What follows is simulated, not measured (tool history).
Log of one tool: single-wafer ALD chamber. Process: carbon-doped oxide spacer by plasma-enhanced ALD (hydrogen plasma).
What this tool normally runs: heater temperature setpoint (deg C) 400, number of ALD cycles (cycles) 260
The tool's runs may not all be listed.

| run | hour | heater temperature setpoint (deg C) | number of ALD cycles (cycles) | wafers since the last listed run | hours since the last thermocouple change | hours since the gauge calibration | read-back reference wafer on the same gauge, thickness_nm | mean film thickness on the monitor wafer (angstrom) |
|---|---|---|---|---|---|---|---|---|
| 1 | 0.0 | 400 | 260 | 0 | 1978.3 | 891.3 | 14.839 | 130.62 |
| 2 | 195.5 | 400 | 260 | 388 | 2173.8 | 1086.8 | 14.908 | 131.02 |
| 3 | 243.5 | 400 | 260 | 95 | 2221.8 | 1134.8 | 14.921 | 132.47 |
| 4 | 279.4 | 400 | 260 | 71 | 2257.7 | 1170.7 | 14.927 | 131.68 |
| 5 | 305.0 | 400 | 260 | 50 | 2283.3 | 1196.3 | 14.936 | 131.76 |
|  | 330.9 | gauge calibrated |
| 6 | 363.5 | 400 | 249 | 116 | 2341.8 | 32.6 | 14.679 | 124.66 |
| 7 | 400.7 | 400 | 249 | 73 | 2379.0 | 69.8 | 14.696 | 124.69 |
| 8 | 434.3 | 400 | 260 | 66 | 2412.6 | 103.4 | 14.699 | 129.29 |
| 9 | 506.0 | 400 | 260 | 142 | 2484.3 | 175.1 | 14.729 | 130.18 |
| 10 | 547.3 | 400 | 260 | 82 | 2525.6 | 216.4 | 14.740 | 130.19 |
| 11 | 587.6 | 388 | 234 | 80 | 2565.9 | 256.7 | 14.756 | 116.93 |
|  | 606.2 | thermocouple changed; heater temperature recalibrated |
| 12 | 637.3 | 390 | 296 | 82 | 31.1 | 306.4 | 14.768 | 148.67 |
| 13 | 701.8 | 388 | 220 | 128 | 95.6 | 370.9 | 14.788 | 110.74 |
| 14 | 746.3 | 400 | 260 | 88 | 140.1 | 415.4 | 14.801 | 130.89 |
| 15 | 773.0 | 392 | 215 | 53 | 166.8 | 442.1 | 14.808 | 108.46 |
| 16 | 841.1 | 388 | 260 | 135 | 234.9 | 510.2 | 14.825 | 131.39 |
| 17 | 869.2 | 405 | 310 | 55 | 263.0 | 538.3 | 14.837 | 154.45 |
| 18 | 926.9 | 400 | 260 | 114 | 320.7 | 596.0 | 14.845 | 130.73 |
| 19 | 979.5 | 400 | 260 | 104 | 373.3 | 648.6 | 14.873 | 131.29 |
| 20 | 1020.9 | 393 | 239 | 82 | 414.7 | 690.0 | 14.891 | 120.51 |

Run by run, hidden condition taken away, random variation retained:
The tool's hidden condition here consists of: wafer temperature above the value expected at the setpoint (K); gauge reads high (%).
| run | mean film thickness on the monitor wafer (angstrom) |
|---|---|
| 1 | 128.46 |
| 2 | 128.34 |
| 3 | 129.63 |
| 4 | 128.75 |
| 5 | 128.76 |
| 6 | 123.97 |
| 7 | 123.91 |
| 8 | 128.38 |
| 9 | 129.07 |
| 10 | 128.97 |
| 11 | 115.73 |
| 12 | 146.99 |
| 13 | 109.35 |
| 14 | 129.12 |
| 15 | 106.94 |
| 16 | 129.37 |
| 17 | 151.97 |
| 18 | 128.48 |
| 19 | 128.89 |
| 20 | 118.20 |
